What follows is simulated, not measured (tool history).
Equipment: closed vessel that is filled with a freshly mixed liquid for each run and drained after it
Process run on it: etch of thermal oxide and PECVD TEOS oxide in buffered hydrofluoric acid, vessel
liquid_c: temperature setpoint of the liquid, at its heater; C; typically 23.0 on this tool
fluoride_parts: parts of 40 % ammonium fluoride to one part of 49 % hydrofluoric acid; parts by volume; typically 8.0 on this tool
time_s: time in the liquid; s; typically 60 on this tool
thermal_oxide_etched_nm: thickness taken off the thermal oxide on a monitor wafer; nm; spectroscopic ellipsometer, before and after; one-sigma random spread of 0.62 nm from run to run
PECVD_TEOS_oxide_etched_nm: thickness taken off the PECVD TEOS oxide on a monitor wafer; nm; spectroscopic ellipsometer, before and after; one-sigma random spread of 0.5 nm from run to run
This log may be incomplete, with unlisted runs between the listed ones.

run	hour	liquid_c	fluoride_parts	time_s	wafers since the last listed run	hours since the thermometer was replaced	hours since the hydrofluoric acid flow meter was replaced	hours since the gauge calibration	read-back film thickness of the thermal oxide reference wafer, read on the same gauge (nm)	read-back film thickness of the PECVD TEOS oxide reference wafer, read on the same gauge (nm)	thermal_oxide_etched_nm	PECVD_TEOS_oxide_etched_nm
1	0.0	23.0	7.0	60	0	1282.3	599.1	2004.4	40.00	130.02	101.82	105.54
2	38.9	23.0	7.0	60	5506	1321.2	638.0	2043.3	40.04	130.01	101.46	105.05
3	112.5	23.0	8.0	35	10418	1394.8	711.6	2116.9	40.02	130.01	52.05	54.52
# hour 171.6: hydrofluoric acid flow meter replaced
4	191.5	23.0	8.0	35	11041	1473.8	19.9	2195.9	40.00	129.97	49.48	50.12
5	263.8	23.0	8.0	35	10234	1546.1	92.2	2268.2	40.01	129.99	49.46	51.11
6	367.6	23.0	8.0	60	14693	1649.9	196.0	2372.0	39.99	130.01	84.79	88.43
7	447.9	23.0	8.0	60	11366	1730.2	276.3	2452.3	39.98	130.00	85.47	88.88
8	530.4	23.0	8.0	60	11678	1812.7	358.8	2534.8	40.00	129.98	86.38	89.97
# hour 563.1: gauge calibrated
9	580.2	23.0	8.5	60	7049	1862.5	408.6	17.1	40.04	129.99	80.66	84.70
10	634.2	23.0	7.5	60	7644	1916.5	462.6	71.1	39.95	130.02	94.06	96.71
11	705.3	23.0	8.0	60	10064	1987.6	533.7	142.2	40.01	130.00	88.05	90.20
12	782.8	23.0	6.5	40	10970	2065.1	611.2	219.7	39.97	129.99	72.23	74.42
13	858.4	25.5	9.0	50	10701	2140.7	686.8	295.3	39.99	130.02	75.06	77.85
# hour 960.1: hydrofluoric acid flow meter replaced
14	966.3	23.0	11.0	90	15132	2248.6	6.2	403.2	40.02	130.02	94.44	97.93
15	1048.8	27.0	7.0	85	11678	2331.1	88.7	485.7	40.06	129.99	173.34	178.91
16	1137.3	23.0	8.0	60	12527	2419.6	177.2	574.2	39.99	129.99	86.32	88.98
# hour 1225.6: thermometer replaced
17	1238.0	23.0	8.0	60	14113	12.4	277.9	674.9	40.05	129.99	86.80	89.22
18	1283.7	23.0	8.0	75	6469	58.1	323.6	720.6	40.02	130.01	109.11	112.17
19	1332.9	23.0	5.5	60	6964	107.3	372.8	769.8	40.00	130.01	124.76	126.96
20	1427.3	20.0	8.0	30	13362	201.7	467.2	864.2	39.98	130.00	37.10	38.23
21	1522.3	23.0	8.0	60	13447	296.7	562.2	959.2	40.01	130.01	89.97	91.36
22	1558.3	23.0	8.0	40	5096	332.7	598.2	995.2	40.06	130.01	59.23	60.95
23	1649.9	23.0	8.0	60	12966	424.3	689.8	1086.8	40.01	130.02	89.53	92.13
24	1740.6	25.0	8.0	60	12839	515.0	780.5	1177.5	39.95	130.01	101.32	103.54
25	1789.0	23.0	8.0	60	6851	563.4	828.9	1225.9	40.02	130.01	91.60	93.11
26	1827.6	27.5	7.0	90	5464	602.0	867.5	1264.5	39.98	129.98	196.04	203.82
# hour 1905.0: hydrofluoric acid flow meter replaced
27	1932.5	18.5	5.5	70	14707	706.9	27.5	1369.4	39.98	130.00	109.60	112.71

3 options for the next run, each taken on its own from the tool as it stands now. Forecast them:
A	1933.2	23.0	8.0	60	99	707.6	28.2	1370.1	?	?	?	?
B	1933.2	21.0	8.0	30	99	707.6	28.2	1370.1	?	?	?	?
C	1933.2	27.5	9.5	70	99	707.6	28.2	1370.1	?	?	?	?

run	read-back film thickness of the thermal oxide reference wafer, read on the same gauge (nm)	read-back film thickness of the PECVD TEOS oxide reference wafer, read on the same gauge (nm)	thermal_oxide_etched_nm	PECVD_TEOS_oxide_etched_nm
A	39.99	130.00	85.08	86.39
B	39.99	130.00	38.09	38.68
C	39.99	130.00	107.23	108.88
With the hidden condition removed and each run's random variation left untouched, the same runs would have given:
run	thermal_oxide_etched_nm	PECVD_TEOS_oxide_etched_nm
A	84.22	85.51
B	37.71	38.29
C	106.60	108.24
